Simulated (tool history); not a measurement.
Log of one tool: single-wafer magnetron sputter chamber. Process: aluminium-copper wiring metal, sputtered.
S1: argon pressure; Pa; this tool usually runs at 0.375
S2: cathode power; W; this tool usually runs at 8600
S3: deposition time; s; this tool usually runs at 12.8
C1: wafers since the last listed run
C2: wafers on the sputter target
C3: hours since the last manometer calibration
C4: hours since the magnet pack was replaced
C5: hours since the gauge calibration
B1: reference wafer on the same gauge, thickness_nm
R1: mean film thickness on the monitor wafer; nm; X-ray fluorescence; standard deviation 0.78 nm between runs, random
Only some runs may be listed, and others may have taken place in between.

run 1 hour=0.0 | S1=0.334 S2=8600 S3=12.8 | C1=0 C2=3027 C3=1734.6 C4=7725.8 C5=1357.9 | B1=188.086 | R1=200.143
run 2 hour=197.4 | S1=0.334 S2=8600 S3=12.8 | C1=8138 C2=11165 C3=1932.0 C4=7923.2 C5=1555.3 | B1=187.779 | R1=197.310
run 3 hour=264.6 | S1=0.375 S2=8600 S3=12.8 | C1=2770 C2=13935 C3=1999.2 C4=7990.4 C5=1622.5 | B1=188.024 | R1=193.906
run 4 hour=318.3 | S1=0.375 S2=8600 S3=12.8 | C1=2213 C2=16149 C3=2052.9 C4=8044.1 C5=1676.2 | B1=188.166 | R1=194.595
-- hour=345.5 capacitance manometer re-zeroed and calibrated
run 5 hour=373.9 | S1=0.375 S2=8600 S3=12.8 | C1=1962 C2=18111 C3=28.4 C4=8099.7 C5=1731.8 | B1=188.250 | R1=188.851
-- hour=410.6 sputter target and shields replaced
run 6 hour=438.0 | S1=0.375 S2=8600 S3=12.8 | C1=2312 C2=1128 C3=92.5 C4=8163.8 C5=1795.9 | B1=187.875 | R1=195.095
run 7 hour=474.0 | S1=0.375 S2=8600 S3=12.8 | C1=1484 C2=2612 C3=128.5 C4=8199.8 C5=1831.9 | B1=188.078 | R1=193.326
run 8 hour=503.7 | S1=0.375 S2=8600 S3=12.8 | C1=1224 C2=3836 C3=158.2 C4=8229.5 C5=1861.6 | B1=188.144 | R1=191.901
run 9 hour=535.5 | S1=0.375 S2=8600 S3=12.8 | C1=1311 C2=5147 C3=190.0 C4=8261.3 C5=1893.4 | B1=187.846 | R1=193.273
run 10 hour=581.3 | S1=0.326 S2=8600 S3=13.4 | C1=1888 C2=7036 C3=235.8 C4=8307.1 C5=1939.2 | B1=187.878 | R1=202.858
run 11 hour=636.4 | S1=0.326 S2=8600 S3=13.4 | C1=2271 C2=9307 C3=290.9 C4=8362.2 C5=1994.3 | B1=188.180 | R1=202.944
run 12 hour=685.7 | S1=0.375 S2=8600 S3=12.8 | C1=2032 C2=11340 C3=340.2 C4=8411.5 C5=2043.6 | B1=188.031 | R1=189.227
-- hour=731.9 gauge calibrated
run 13 hour=738.9 | S1=0.413 S2=8600 S3=11.0 | C1=2193 C2=13533 C3=393.4 C4=8464.7 C5=7.0 | B1=188.055 | R1=159.819
run 14 hour=777.0 | S1=0.326 S2=8600 S3=13.4 | C1=1570 C2=15104 C3=431.5 C4=8502.8 C5=45.1 | B1=188.105 | R1=201.392
-- hour=802.0 sputter target and shields replaced
run 15 hour=808.4 | S1=0.375 S2=8600 S3=12.8 | C1=964 C2=264 C3=462.9 C4=8534.2 C5=76.5 | B1=187.883 | R1=198.155
run 16 hour=879.6 | S1=0.375 S2=9800 S3=12.8 | C1=2935 C2=3199 C3=534.1 C4=8605.4 C5=147.7 | B1=187.733 | R1=221.002
run 17 hour=934.3 | S1=0.316 S2=6950 S3=10.3 | C1=2255 C2=5454 C3=588.8 C4=8660.1 C5=202.4 | B1=187.968 | R1=128.936
run 18 hour=981.2 | S1=0.463 S2=8600 S3=12.8 | C1=1933 C2=7388 C3=635.7 C4=8707.0 C5=249.3 | B1=187.980 | R1=184.687
run 19 hour=1026.7 | S1=0.375 S2=8600 S3=12.8 | C1=1875 C2=9264 C3=681.2 C4=8752.5 C5=294.8 | B1=188.242 | R1=191.195
run 20 hour=1069.5 | S1=0.375 S2=8600 S3=12.8 | C1=1764 C2=11028 C3=724.0 C4=8795.3 C5=337.6 | B1=187.852 | R1=190.962
run 21 hour=1122.8 | S1=0.268 S2=8600 S3=14.9 | C1=2197 C2=13226 C3=777.3 C4=8848.6 C5=390.9 | B1=187.951 | R1=229.609
run 22 hour=1172.1 | S1=0.375 S2=8600 S3=13.7 | C1=2032 C2=15258 C3=826.6 C4=8897.9 C5=440.2 | B1=187.972 | R1=204.804
-- hour=1225.2 sputter target and shields replaced
run 23 hour=1228.3 | S1=0.375 S2=8600 S3=12.8 | C1=1987 C2=128 C3=882.8 C4=8954.1 C5=496.4 | B1=188.042 | R1=195.788
run 24 hour=1279.2 | S1=0.375 S2=6500 S3=12.8 | C1=2098 C2=2227 C3=933.7 C4=9005.0 C5=547.3 | B1=187.970 | R1=147.647
run 25 hour=1307.0 | S1=0.524 S2=8000 S3=14.7 | C1=1146 C2=3373 C3=961.5 C4=9032.8 C5=575.1 | B1=187.993 | R1=196.532
-- hour=1331.8 magnet pack replaced
run 26 hour=1357.0 | S1=0.375 S2=10300 S3=12.8 | C1=1731 C2=5104 C3=1011.5 C4=25.2 C5=625.1 | B1=187.965 | R1=231.796
run 27 hour=1411.9 | S1=0.243 S2=10050 S3=11.6 | C1=2263 C2=7368 C3=1066.4 C4=80.1 C5=680.0 | B1=188.166 | R1=213.817
run 28 hour=1441.1 | S1=0.420 S2=8600 S3=13.9 | C1=1203 C2=8571 C3=1095.6 C4=109.3 C5=709.2 | B1=187.952 | R1=204.475
run 29 hour=1492.8 | S1=0.375 S2=6500 S3=13.7 | C1=2131 C2=10703 C3=1147.3 C4=161.0 C5=760.9 | B1=187.954 | R1=154.392
run 30 hour=1531.1 | S1=0.462 S2=9250 S3=12.8 | C1=1578 C2=12282 C3=1185.6 C4=199.3 C5=799.2 | B1=188.027 | R1=198.493
run 31 hour=1568.3 | S1=0.375 S2=8600 S3=12.8 | C1=1533 C2=13815 C3=1222.8 C4=236.5 C5=836.4 | B1=188.150 | R1=191.013
-- hour=1605.9 sputter target and shields replaced
run 32 hour=1612.8 | S1=0.463 S2=8600 S3=12.8 | C1=1504 C2=284 C3=1267.3 C4=281.0 C5=880.9 | B1=187.941 | R1=192.247
run 33 hour=1819.4 | S1=0.375 S2=8000 S3=12.8 | C1=8517 C2=8801 C3=1473.9 C4=487.6 C5=1087.5 | B1=188.004 | R1=179.088
run 34 hour=1868.4 | S1=0.375 S2=8600 S3=12.8 | C1=2020 C2=10821 C3=1522.9 C4=536.6 C5=1136.5 | B1=187.915 | R1=192.257

What differs in the tool's unlogged condition from the final listed run ahead of each entry between runs to the first listed run following it?
Between runs 4 and 5: capacitance manometer re-zeroed and calibrated (hour 345.5)
  deposition rate above that of a new target (%): -3.91 -> -4; true argon pressure above the setpoint (%): -15.6 -> 3.1
  difference, measured minus the result without the unlogged condition, R1: -3.312 -> -8.759 nm
Between runs 5 and 6: sputter target and shields replaced (hour 410.6)
  deposition rate above that of a new target (%): -4 -> -1.11; true argon pressure above the setpoint (%): 3.1 -> 1.84
  difference, measured minus the result without the unlogged condition, R1: -8.759 -> -2.716 nm
Between runs 12 and 13: gauge calibrated (hour 731.9)
  deposition rate above that of a new target (%): -3.92 -> -4.11; true argon pressure above the setpoint (%): -2.1 -> -2.79
  difference, measured minus the result without the unlogged condition, R1: -7.104 -> -6.114 nm
Between runs 14 and 15: sputter target and shields replaced (hour 802.0)
  deposition rate above that of a new target (%): -4.21 -> -0.585; true argon pressure above the setpoint (%): -3.26 -> -3.62
  difference, measured minus the result without the unlogged condition, R1: -7.930 -> -0.107 nm
Between runs 22 and 23: sputter target and shields replaced (hour 1225.2)
  deposition rate above that of a new target (%): -4.23 -> -0.855; true argon pressure above the setpoint (%): -6.9 -> -7.28
  difference, measured minus the result without the unlogged condition, R1: -6.879 -> +0.413 nm
Between runs 25 and 26: magnet pack replaced (hour 1331.8)
  deposition rate above that of a new target (%): -2.55 -> -3.24; true argon pressure above the setpoint (%): -7.76 -> -8.04
  difference, measured minus the result without the unlogged condition, R1: -2.251 -> -4.946 nm
Between runs 31 and 32: sputter target and shields replaced (hour 1605.9)
  deposition rate above that of a new target (%): -4.52 -> -0.509; true argon pressure above the setpoint (%): -9.05 -> -9.22
  difference, measured minus the result without the unlogged condition, R1: -6.402 -> +2.033 nm
